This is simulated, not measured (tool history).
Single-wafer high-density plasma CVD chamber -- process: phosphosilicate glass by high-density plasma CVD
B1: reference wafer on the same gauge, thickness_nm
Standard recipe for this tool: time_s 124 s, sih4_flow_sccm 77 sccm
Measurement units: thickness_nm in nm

run 1 day=0.000 | time_s=124 sih4_flow_sccm=77 | B1=1058.482 | thickness_nm=945.660
run 2 day=4.146 | time_s=124 sih4_flow_sccm=77 | B1=1059.252 | thickness_nm=949.066
run 3 day=7.042 | time_s=106 sih4_flow_sccm=77 | B1=1059.706 | thickness_nm=811.900
run 4 day=8.996 | time_s=106 sih4_flow_sccm=77 | B1=1057.343 | thickness_nm=807.483
run 5 day=11.588 | time_s=106 sih4_flow_sccm=77 | B1=1058.194 | thickness_nm=807.124
run 6 day=16.083 | time_s=124 sih4_flow_sccm=77 | B1=1059.530 | thickness_nm=940.786
run 7 day=20.550 | time_s=124 sih4_flow_sccm=77 | B1=1058.349 | thickness_nm=941.291
run 8 day=24.262 | time_s=124 sih4_flow_sccm=77 | B1=1059.939 | thickness_nm=940.463
run 9 day=28.588 | time_s=124 sih4_flow_sccm=77 | B1=1059.063 | thickness_nm=942.316
run 10 day=31.771 | time_s=124 sih4_flow_sccm=77 | B1=1058.565 | thickness_nm=951.769
run 11 day=35.292 | time_s=143 sih4_flow_sccm=87 | B1=1060.593 | thickness_nm=1234.713
run 12 day=39.496 | time_s=143 sih4_flow_sccm=87 | B1=1059.848 | thickness_nm=1237.184
run 13 day=41.271 | time_s=143 sih4_flow_sccm=87 | B1=1059.652 | thickness_nm=1232.341
run 14 day=45.625 | time_s=124 sih4_flow_sccm=85 | B1=1058.630 | thickness_nm=1040.435
run 15 day=47.700 | time_s=124 sih4_flow_sccm=85 | B1=1060.186 | thickness_nm=1043.082
run 16 day=51.912 | time_s=124 sih4_flow_sccm=85 | B1=1059.561 | thickness_nm=1045.116
run 17 day=55.442 | time_s=130 sih4_flow_sccm=65 | B1=1058.705 | thickness_nm=834.209
run 18 day=59.304 | time_s=130 sih4_flow_sccm=65 | B1=1057.269 | thickness_nm=835.156
run 19 day=62.517 | time_s=118 sih4_flow_sccm=77 | B1=1059.864 | thickness_nm=897.291
run 20 day=66.112 | time_s=118 sih4_flow_sccm=77 | B1=1059.924 | thickness_nm=899.887
run 21 day=69.083 | time_s=118 sih4_flow_sccm=77 | B1=1059.110 | thickness_nm=899.417
run 22 day=73.242 | time_s=124 sih4_flow_sccm=77 | B1=1058.691 | thickness_nm=943.786
run 23 day=75.400 | time_s=106 sih4_flow_sccm=71 | B1=1058.557 | thickness_nm=738.966
run 24 day=77.767 | time_s=124 sih4_flow_sccm=82 | B1=1058.833 | thickness_nm=1010.203
run 25 day=79.729 | time_s=105 sih4_flow_sccm=82 | B1=1059.491 | thickness_nm=852.702
run 26 day=81.429 | time_s=108 sih4_flow_sccm=91 | B1=1060.240 | thickness_nm=975.334
run 27 day=83.346 | time_s=104 sih4_flow_sccm=88 | B1=1059.132 | thickness_nm=901.971
run 28 day=87.508 | time_s=124 sih4_flow_sccm=77 | B1=1058.098 | thickness_nm=947.316
run 29 day=90.979 | time_s=124 sih4_flow_sccm=77 | B1=1059.138 | thickness_nm=944.318
run 30 day=92.925 | time_s=124 sih4_flow_sccm=77 | B1=1059.336 | thickness_nm=940.634
run 31 day=97.229 | time_s=124 sih4_flow_sccm=77 | B1=1059.133 | thickness_nm=940.541
run 32 day=98.838 | time_s=149 sih4_flow_sccm=88 | B1=1058.650 | thickness_nm=1292.386
run 33 day=100.517 | time_s=124 sih4_flow_sccm=77 | B1=1060.080 | thickness_nm=948.709
run 34 day=103.225 | time_s=124 sih4_flow_sccm=77 | B1=1058.775 | thickness_nm=939.547
run 35 day=105.500 | time_s=110 sih4_flow_sccm=66 | B1=1058.385 | thickness_nm=718.539
run 36 day=113.142 | time_s=142 sih4_flow_sccm=66 | B1=1059.101 | thickness_nm=925.122
run 37 day=116.979 | time_s=124 sih4_flow_sccm=77 | B1=1058.010 | thickness_nm=943.919
run 38 day=120.800 | time_s=145 sih4_flow_sccm=90 | B1=1057.931 | thickness_nm=1287.008
run 39 day=123.404 | time_s=117 sih4_flow_sccm=69 | B1=1060.522 | thickness_nm=798.477
run 40 day=126.408 | time_s=110 sih4_flow_sccm=81 | B1=1058.208 | thickness_nm=879.995
run 41 day=129.583 | time_s=124 sih4_flow_sccm=77 | B1=1059.823 | thickness_nm=941.721
run 42 day=132.717 | time_s=148 sih4_flow_sccm=85 | B1=1058.890 | thickness_nm=1239.067
run 43 day=137.038 | time_s=124 sih4_flow_sccm=86 | B1=1060.344 | thickness_nm=1053.689
run 44 day=139.283 | time_s=136 sih4_flow_sccm=73 | B1=1059.266 | thickness_nm=985.719
run 45 day=143.158 | time_s=142 sih4_flow_sccm=91 | B1=1058.685 | thickness_nm=1272.935
run 46 day=145.633 | time_s=100 sih4_flow_sccm=70 | B1=1058.340 | thickness_nm=690.858

Withheld: 2 entries from between the runs. Position of each, and hidden state at the listed run before versus the listed run after:
After run 16, before run 17: silane flow controller replaced (day 55.421)
  no hidden state differs between the two runs
After run 35, before run 36: gauge calibrated (day 105.788)
  no hidden state differs between the two runs
